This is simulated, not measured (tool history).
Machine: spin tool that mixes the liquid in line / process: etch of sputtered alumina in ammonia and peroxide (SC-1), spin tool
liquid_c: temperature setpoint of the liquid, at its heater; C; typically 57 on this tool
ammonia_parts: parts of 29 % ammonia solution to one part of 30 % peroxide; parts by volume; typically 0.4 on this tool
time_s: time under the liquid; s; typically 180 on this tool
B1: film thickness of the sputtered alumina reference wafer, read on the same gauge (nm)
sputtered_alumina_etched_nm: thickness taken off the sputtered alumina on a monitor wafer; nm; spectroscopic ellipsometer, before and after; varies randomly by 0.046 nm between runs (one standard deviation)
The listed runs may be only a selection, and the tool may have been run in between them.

{"run": 1, "hour": 0.0, "liquid_c": 57, "ammonia_parts": 0.4, "time_s": 180, "B1": 69.97, "sputtered_alumina_etched_nm": 9.49}
{"run": 2, "hour": 74.9, "liquid_c": 57, "ammonia_parts": 0.4, "time_s": 180, "B1": 69.95, "sputtered_alumina_etched_nm": 9.44}
{"run": 3, "hour": 166.3, "liquid_c": 57, "ammonia_parts": 0.4, "time_s": 180, "B1": 70.02, "sputtered_alumina_etched_nm": 9.42}
{"hour": 168.6, "done": "thermometer replaced"}
{"run": 4, "hour": 238.6, "liquid_c": 50, "ammonia_parts": 0.4, "time_s": 180, "B1": 70.02, "sputtered_alumina_etched_nm": 6.37}
{"run": 5, "hour": 305.8, "liquid_c": 50, "ammonia_parts": 0.4, "time_s": 180, "B1": 70.02, "sputtered_alumina_etched_nm": 6.41}
{"run": 6, "hour": 447.9, "liquid_c": 57, "ammonia_parts": 0.4, "time_s": 180, "B1": 70.02, "sputtered_alumina_etched_nm": 9.27}
{"run": 7, "hour": 513.5, "liquid_c": 57, "ammonia_parts": 0.4, "time_s": 180, "B1": 69.99, "sputtered_alumina_etched_nm": 9.23}
{"hour": 593.0, "done": "ammonia flow meter replaced"}
{"run": 8, "hour": 677.2, "liquid_c": 57, "ammonia_parts": 0.4, "time_s": 180, "B1": 70.01, "sputtered_alumina_etched_nm": 9.22}
{"run": 9, "hour": 718.1, "liquid_c": 57, "ammonia_parts": 0.4, "time_s": 180, "B1": 70, "sputtered_alumina_etched_nm": 9.16}
{"hour": 757.1, "done": "heated supply line repaired"}
{"run": 10, "hour": 774.0, "liquid_c": 49, "ammonia_parts": 0.4, "time_s": 180, "B1": 70, "sputtered_alumina_etched_nm": 5.56}
{"run": 11, "hour": 822.9, "liquid_c": 66, "ammonia_parts": 0.4, "time_s": 275, "B1": 70.03, "sputtered_alumina_etched_nm": 20.96}
{"run": 12, "hour": 888.3, "liquid_c": 54, "ammonia_parts": 0.5, "time_s": 80, "B1": 70.01, "sputtered_alumina_etched_nm": 3.32}
{"hour": 925.2, "done": "gauge calibrated"}
{"hour": 1028.5, "done": "new drum of ammonia solution connected"}
{"run": 13, "hour": 1051.7, "liquid_c": 57, "ammonia_parts": 0.4, "time_s": 140, "B1": 69.99, "sputtered_alumina_etched_nm": 6.65}
{"hour": 1087.2, "done": "thermometer replaced"}
{"hour": 1098.1, "done": "heated supply line repaired, repeated, since the last time left the tool worse"}
{"run": 14, "hour": 1125.4, "liquid_c": 57, "ammonia_parts": 0.6, "time_s": 180, "B1": 69.99, "sputtered_alumina_etched_nm": 10.83}

Run 15 has not been measured yet. What should we expect?
{"run": 15, "hour": 1200.8, "liquid_c": 54, "ammonia_parts": 0.5, "time_s": 80, "B1": "?", "sputtered_alumina_etched_nm": "?"}

Run 15 measured B1 69.97, sputtered_alumina_etched_nm 3.98 nm.
With no hidden state in the tool, this same run would have given sputtered_alumina_etched_nm 4.01 nm.

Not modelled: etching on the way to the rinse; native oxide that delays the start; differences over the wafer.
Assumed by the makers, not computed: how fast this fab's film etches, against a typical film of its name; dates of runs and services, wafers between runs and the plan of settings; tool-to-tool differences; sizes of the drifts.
